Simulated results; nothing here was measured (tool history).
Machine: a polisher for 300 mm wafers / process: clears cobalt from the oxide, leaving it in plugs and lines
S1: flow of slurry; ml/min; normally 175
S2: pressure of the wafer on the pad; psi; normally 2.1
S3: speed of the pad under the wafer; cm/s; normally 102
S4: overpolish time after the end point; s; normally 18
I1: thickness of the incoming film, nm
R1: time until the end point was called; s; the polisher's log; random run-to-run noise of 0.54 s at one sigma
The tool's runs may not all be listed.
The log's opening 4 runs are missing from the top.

| run | hour | S1 | S2 | S3 | S4 | I1 | R1 |
|---|---|---|---|---|---|---|---|
| 5 | 141.6 | 175 | 2.1 | 102 | 18 | 221.2 | 37.8 |
| 6 | 161.2 | 175 | 2.1 | 102 | 18 | 217 | 38.2 |
|  | 188.3 | worn pad replaced by a new one |
| 7 | 194.3 | 130 | 2.1 | 102 | 18 | 216.8 | 39.5 |
| 8 | 213.5 | 130 | 2.1 | 102 | 18 | 219.6 | 39.2 |
| 9 | 244 | 175 | 2.1 | 102 | 18 | 222.2 | 37.4 |
| 10 | 275.1 | 175 | 2.1 | 110 | 15 | 215.7 | 34.8 |
| 11 | 300.3 | 175 | 2.1 | 102 | 22 | 219.2 | 37.2 |
| 12 | 319.9 | 175 | 2.1 | 102 | 22 | 218 | 36.3 |
| 13 | 333.2 | 225 | 1.4 | 102 | 18 | 218.6 | 51.1 |
| 14 | 353 | 210 | 1.9 | 92 | 21 | 219.7 | 44.3 |
|  | 373 | slurry nozzle cleaned |
| 15 | 382.6 | 220 | 2.1 | 70 | 23 | 220.2 | 53.3 |
| 16 | 396.3 | 175 | 2.4 | 102 | 7 | 218.9 | 33.5 |
|  | 424.7 | worn pad replaced by a new one |
| 17 | 425.2 | 195 | 2.6 | 78 | 21 | 217 | 40.9 |
| 18 | 448.3 | 145 | 1.6 | 136 | 18 | 217.7 | 36.9 |
| 19 | 476.5 | 175 | 2.5 | 112 | 18 | 219.6 | 29 |
| 20 | 506.9 | 175 | 1.6 | 102 | 18 | 218.7 | 45.7 |
|  | 517.4 | head pressure recalibrated |
| 21 | 520.6 | 175 | 2.1 | 102 | 18 | 218.3 | 39.8 |
| 22 | 551.4 | 175 | 1.5 | 102 | 10 | 222.1 | 52.6 |
| 23 | 586.2 | 175 | 2.1 | 102 | 18 | 217.6 | 38.6 |
| 24 | 598.3 | 175 | 2.6 | 102 | 18 | 223.1 | 32.8 |
| 25 | 686.2 | 175 | 2.5 | 102 | 23 | 220.2 | 32.7 |
|  | 696.1 | worn pad replaced by a new one |
| 26 | 706.1 | 155 | 2.1 | 102 | 14 | 225 | 39.2 |
| 27 | 784.6 | 175 | 1.9 | 102 | 18 | 221.7 | 41.8 |
| 28 | 806.1 | 225 | 2.1 | 102 | 18 | 219.2 | 36.3 |
| 29 | 836 | 175 | 1.7 | 130 | 18 | 220.3 | 34.9 |

For run 30, what comes out?
| 30 | 866 | 175 | 2.1 | 70 | 18 | 219.9 | ? |

R1: 54.3 s
If the tool had no hidden condition, the same run with the same run-to-run variation would have returned R1 57.5 s.
